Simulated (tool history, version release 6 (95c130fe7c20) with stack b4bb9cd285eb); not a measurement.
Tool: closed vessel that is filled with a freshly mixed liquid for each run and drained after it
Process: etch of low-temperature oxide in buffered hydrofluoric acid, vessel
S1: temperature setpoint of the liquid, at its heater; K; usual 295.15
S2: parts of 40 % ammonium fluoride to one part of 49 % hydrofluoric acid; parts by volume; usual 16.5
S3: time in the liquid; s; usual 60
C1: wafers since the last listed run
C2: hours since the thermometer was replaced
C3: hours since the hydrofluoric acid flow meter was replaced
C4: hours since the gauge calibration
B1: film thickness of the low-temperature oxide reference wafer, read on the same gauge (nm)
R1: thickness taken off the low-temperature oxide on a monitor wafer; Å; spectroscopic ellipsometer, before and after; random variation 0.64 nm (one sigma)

{"run": 1, "hour": 0.0, "S1": 297.65, "S2": 14, "S3": 60, "C1": 0, "C2": 1684.6, "C3": 2055.4, "C4": 158.9, "B1": 80.01, "R1": 1478.6}
{"run": 2, "hour": 17.4, "S1": 295.15, "S2": 16.5, "S3": 60, "C1": 1187, "C2": 1702, "C3": 2072.8, "C4": 176.3, "B1": 79.99, "R1": 1095.5}
{"hour": 25.7, "done": "gauge calibrated"}
{"run": 3, "hour": 49.8, "S1": 295.15, "S2": 16.5, "S3": 60, "C1": 2211, "C2": 1734.4, "C3": 2105.2, "C4": 24.1, "B1": 79.99, "R1": 1079.8}
{"run": 4, "hour": 66.7, "S1": 295.15, "S2": 16.5, "S3": 60, "C1": 1153, "C2": 1751.3, "C3": 2122.1, "C4": 41, "B1": 80.01, "R1": 1101.9}
{"run": 5, "hour": 88.2, "S1": 295.15, "S2": 16.5, "S3": 60, "C1": 1467, "C2": 1772.8, "C3": 2143.6, "C4": 62.5, "B1": 80.02, "R1": 1096}
{"hour": 95.1, "done": "thermometer replaced"}
{"run": 6, "hour": 115.8, "S1": 295.15, "S2": 16.5, "S3": 60, "C1": 1815, "C2": 20.7, "C3": 2171.2, "C4": 90.1, "B1": 80.02, "R1": 1081}
{"run": 7, "hour": 144.9, "S1": 295.15, "S2": 16.5, "S3": 60, "C1": 1986, "C2": 49.8, "C3": 2200.3, "C4": 119.2, "B1": 79.95, "R1": 1085.1}
{"run": 8, "hour": 166.7, "S1": 295.15, "S2": 16.5, "S3": 60, "C1": 1488, "C2": 71.6, "C3": 2222.1, "C4": 141, "B1": 80.02, "R1": 1088.7}
{"hour": 223.8, "done": "hydrofluoric acid flow meter replaced"}
{"run": 9, "hour": 231.4, "S1": 293.65, "S2": 10.5, "S3": 30, "C1": 4347, "C2": 136.3, "C3": 7.6, "C4": 205.7, "B1": 80, "R1": 895}
{"hour": 234.7, "done": "gauge calibrated"}
{"run": 10, "hour": 251.0, "S1": 295.15, "S2": 16.5, "S3": 60, "C1": 1337, "C2": 155.9, "C3": 27.2, "C4": 16.3, "B1": 79.96, "R1": 1236.8}
{"run": 11, "hour": 265.6, "S1": 298.15, "S2": 14.5, "S3": 50, "C1": 996, "C2": 170.5, "C3": 41.8, "C4": 30.9, "B1": 79.97, "R1": 1381}
{"run": 12, "hour": 281.0, "S1": 296.65, "S2": 16.5, "S3": 40, "C1": 1051, "C2": 185.9, "C3": 57.2, "C4": 46.3, "B1": 80.01, "R1": 892.4}
{"run": 13, "hour": 293.1, "S1": 296.65, "S2": 21.5, "S3": 35, "C1": 825, "C2": 198, "C3": 69.3, "C4": 58.4, "B1": 79.99, "R1": 615.3}
{"run": 14, "hour": 314.6, "S1": 295.15, "S2": 16.5, "S3": 60, "C1": 1467, "C2": 219.5, "C3": 90.8, "C4": 79.9, "B1": 79.99, "R1": 1236.4}

Some steps in R1 between neighbouring runs. How much of each would the tool show without its hidden state too (settings, what came in, random variation), and how much is left for the hidden state, with any gauge scatter that isn't in both results?
The hidden state here: liquid colder than its thermometer reads (K); hydrofluoric acid flow below the setpoint (%); gauge reads high (%).
Run 8 -> 9: S1 295.15 -> 293.65, S2 16.5 -> 10.5, S3 60 -> 30, hydrofluoric acid flow meter replaced. R1 -193.7 Å: hidden state +163.6, all else -357.3.
Run 13 -> 14: S1 296.65 -> 295.15, S2 21.5 -> 16.5, S3 35 -> 60. R1 +621.1 Å: hidden state -16.3, all else +637.4.
